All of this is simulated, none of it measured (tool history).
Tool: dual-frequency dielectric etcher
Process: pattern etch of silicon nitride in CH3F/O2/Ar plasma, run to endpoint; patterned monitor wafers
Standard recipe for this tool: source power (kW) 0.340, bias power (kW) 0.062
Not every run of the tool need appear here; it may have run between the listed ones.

| run | day | source power (kW) | bias power (kW) | wafers since the last listed run | hours since the last wet clean | hours since the last source power generator calibration | hours since the last bias power generator calibration | hours since the last upper electrode change | incoming incoming film thickness, nm | endpoint time (s) |
|---|---|---|---|---|---|---|---|---|---|---|
| 1 | 0.000 | 0.340 | 0.062 | 0 | 198.4 | 2265.8 | 3002.8 | 2876.5 | 32.70 | 48.8 |
| 2 | 0.633 | 0.340 | 0.062 | 255 | 213.6 | 2281.0 | 3018.0 | 2891.7 | 32.63 | 48.6 |
| 3 | 1.862 | 0.340 | 0.062 | 495 | 243.1 | 2310.5 | 3047.5 | 2921.2 | 32.56 | 48.7 |
| 4 | 2.850 | 0.380 | 0.054 | 398 | 266.8 | 2334.2 | 3071.2 | 2944.9 | 32.29 | 49.9 |
| 5 | 3.700 | 0.340 | 0.062 | 342 | 287.2 | 2354.6 | 3091.6 | 2965.3 | 32.66 | 48.6 |
| 6 | 4.221 | 0.340 | 0.070 | 209 | 299.7 | 2367.1 | 3104.1 | 2977.8 | 32.56 | 45.4 |
| 7 | 4.767 | 0.340 | 0.075 | 220 | 312.8 | 2380.2 | 3117.2 | 2990.9 | 32.59 | 44.0 |
| 8 | 5.329 | 0.340 | 0.062 | 226 | 326.3 | 2393.7 | 3130.7 | 3004.4 | 32.49 | 48.4 |
| 9 | 6.229 | 0.340 | 0.062 | 362 | 347.9 | 2415.3 | 3152.3 | 3026.0 | 32.88 | 48.7 |
| 10 | 6.892 | 0.340 | 0.062 | 267 | 363.8 | 2431.2 | 3168.2 | 3041.9 | 32.88 | 48.6 |
| 11 | 7.629 | 0.410 | 0.057 | 297 | 381.5 | 2448.9 | 3185.9 | 3059.6 | 32.42 | 46.7 |
|  | 8.867 | upper electrode replaced |
| 12 | 8.888 | 0.340 | 0.072 | 104 | 411.7 | 2479.1 | 3216.1 | 0.5 | 32.40 | 44.1 |
| 13 | 9.817 | 0.280 | 0.067 | 374 | 434.0 | 2501.4 | 3238.4 | 22.8 | 32.87 | 50.0 |
|  | 10.646 | source power generator calibrated |
|  | 11.475 | bias power generator calibrated |
|  | 11.712 | wet clean of the chamber |
| 14 | 11.733 | 0.340 | 0.062 | 541 | 0.5 | 26.1 | 6.2 | 68.8 | 32.88 | 50.2 |
| 15 | 12.204 | 0.270 | 0.077 | 189 | 11.8 | 37.4 | 17.5 | 80.1 | 32.73 | 48.2 |
| 16 | 13.112 | 0.300 | 0.062 | 366 | 33.6 | 59.2 | 39.3 | 101.9 | 32.86 | 52.1 |
| 17 | 14.479 | 0.340 | 0.062 | 550 | 66.4 | 92.0 | 72.1 | 134.7 | 32.51 | 49.4 |
| 18 | 15.746 | 0.400 | 0.053 | 510 | 96.8 | 122.4 | 102.5 | 165.1 | 32.75 | 50.4 |
| 19 | 16.758 | 0.270 | 0.066 | 408 | 121.1 | 146.7 | 126.8 | 189.4 | 32.78 | 52.1 |
| 20 | 18.042 | 0.340 | 0.052 | 517 | 151.9 | 177.5 | 157.6 | 220.2 | 32.69 | 54.3 |
| 21 | 18.633 | 0.340 | 0.062 | 238 | 166.1 | 191.7 | 171.8 | 234.4 | 32.49 | 49.2 |

Predict each of these 5 candidate next runs independently; none follows another, all start after run 21:
| A | 18.650 | 0.310 | 0.062 | 6 | 166.5 | 192.1 | 172.2 | 234.8 | 32.60 | ? |
| B | 18.650 | 0.410 | 0.067 | 6 | 166.5 | 192.1 | 172.2 | 234.8 | 32.60 | ? |
| C | 18.650 | 0.380 | 0.062 | 6 | 166.5 | 192.1 | 172.2 | 234.8 | 32.60 | ? |
| D | 18.650 | 0.340 | 0.057 | 6 | 166.5 | 192.1 | 172.2 | 234.8 | 32.60 | ? |
| E | 18.650 | 0.280 | 0.071 | 6 | 166.5 | 192.1 | 172.2 | 234.8 | 32.60 | ? |

| run | endpoint time (s) |
|---|---|
| A | 50.7 |
| B | 43.9 |
| C | 47.1 |
| D | 51.3 |
| E | 49.0 |
Without the tool's hidden state the same runs would have given:
| run | endpoint time (s) |
|---|---|
| A | 51.0 |
| B | 44.2 |
| C | 47.3 |
| D | 51.6 |
| E | 49.2 |

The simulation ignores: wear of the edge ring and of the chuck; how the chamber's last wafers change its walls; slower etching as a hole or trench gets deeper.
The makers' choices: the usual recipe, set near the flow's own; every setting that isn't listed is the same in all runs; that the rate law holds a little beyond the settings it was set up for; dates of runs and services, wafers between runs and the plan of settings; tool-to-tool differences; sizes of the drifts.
